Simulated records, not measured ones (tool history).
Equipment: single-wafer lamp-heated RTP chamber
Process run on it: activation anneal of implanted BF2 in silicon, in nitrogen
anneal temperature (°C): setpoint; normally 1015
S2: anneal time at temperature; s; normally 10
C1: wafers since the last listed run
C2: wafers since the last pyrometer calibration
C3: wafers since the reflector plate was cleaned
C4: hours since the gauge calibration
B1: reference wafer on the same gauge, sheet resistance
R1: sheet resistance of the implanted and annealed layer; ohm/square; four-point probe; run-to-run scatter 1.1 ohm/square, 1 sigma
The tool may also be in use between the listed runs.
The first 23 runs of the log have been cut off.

run 24 hour=1076.2 | anneal_temperature_(°C)=1015 S2=10 | C1=720 C2=4296 C3=3835 C4=2035.6 | B1=662.98 | R1=707.34
run 25 hour=1106 | anneal_temperature_(°C)=1002 S2=14 | C1=651 C2=4947 C3=4487 C4=2065.4 | B1=662.72 | R1=707.23
-- hour=1220 pyrometer window cleaned and pyrometer calibrated
run 26 hour=1232.5 | anneal_temperature_(°C)=1015 S2=10 | C1=2588 C2=273 C3=7075 C4=2191.9 | B1=662.59 | R1=706.99
-- hour=1259.7 reflector plate cleaned
run 27 hour=1296.1 | anneal_temperature_(°C)=1015 S2=12 | C1=1214 C2=1487 C3=795 C4=2255.5 | B1=662.64 | R1=707.32
run 28 hour=1450.3 | anneal_temperature_(°C)=1024 S2=13 | C1=3368 C2=4856 C3=4164 C4=2409.7 | B1=661.86 | R1=703.72
-- hour=1465.7 gauge calibrated
run 29 hour=1487.3 | anneal_temperature_(°C)=1000 S2=10 | C1=808 C2=5664 C3=4972 C4=21.6 | B1=667.53 | R1=714.66
run 30 hour=1557.6 | anneal_temperature_(°C)=1015 S2=16 | C1=1535 C2=7200 C3=6508 C4=91.9 | B1=667.27 | R1=709.04
-- hour=1669 pyrometer window cleaned and pyrometer calibrated
-- hour=1709.8 reflector plate cleaned
run 31 hour=1735.4 | anneal_temperature_(°C)=1036 S2=7 | C1=3534 C2=1275 C3=560 C4=269.7 | B1=666.66 | R1=712.54
run 32 hour=1794.8 | anneal_temperature_(°C)=1029 S2=8 | C1=1297 C2=2573 C3=1857 C4=329.1 | B1=666.74 | R1=711.64
run 33 hour=1963.2 | anneal_temperature_(°C)=1041 S2=5 | C1=3678 C2=6252 C3=5536 C4=497.5 | B1=666.33 | R1=712.83
run 34 hour=1987.7 | anneal_temperature_(°C)=1040 S2=10 | C1=535 C2=6787 C3=6072 C4=522 | B1=666.22 | R1=705.75

What if the next run were any one of these 4? Each begins from the tool's condition after run 34:
run A hour=1988.1 | anneal_temperature_(°C)=1043 S2=10 | C1=8 C2=6796 C3=6080 C4=522.4 | B1=? | R1=?
run B hour=1988.1 | anneal_temperature_(°C)=1015 S2=7 | C1=8 C2=6796 C3=6080 C4=522.4 | B1=? | R1=?
run C hour=1988.1 | anneal_temperature_(°C)=999 S2=8 | C1=8 C2=6796 C3=6080 C4=522.4 | B1=? | R1=?
run D hour=1988.1 | anneal_temperature_(°C)=1031 S2=5 | C1=8 C2=6796 C3=6080 C4=522.4 | B1=? | R1=?

run=A B1=666.02 R1=707.58
run=B B1=666.02 R1=712.78
run=C B1=666.02 R1=715.33
run=D B1=666.02 R1=712.53
Take away the tool's hidden state, keep each run's random variation, and the runs would have read:
run=A R1=709.49
run=B R1=714.7
run=C R1=717.26
run=D R1=714.45

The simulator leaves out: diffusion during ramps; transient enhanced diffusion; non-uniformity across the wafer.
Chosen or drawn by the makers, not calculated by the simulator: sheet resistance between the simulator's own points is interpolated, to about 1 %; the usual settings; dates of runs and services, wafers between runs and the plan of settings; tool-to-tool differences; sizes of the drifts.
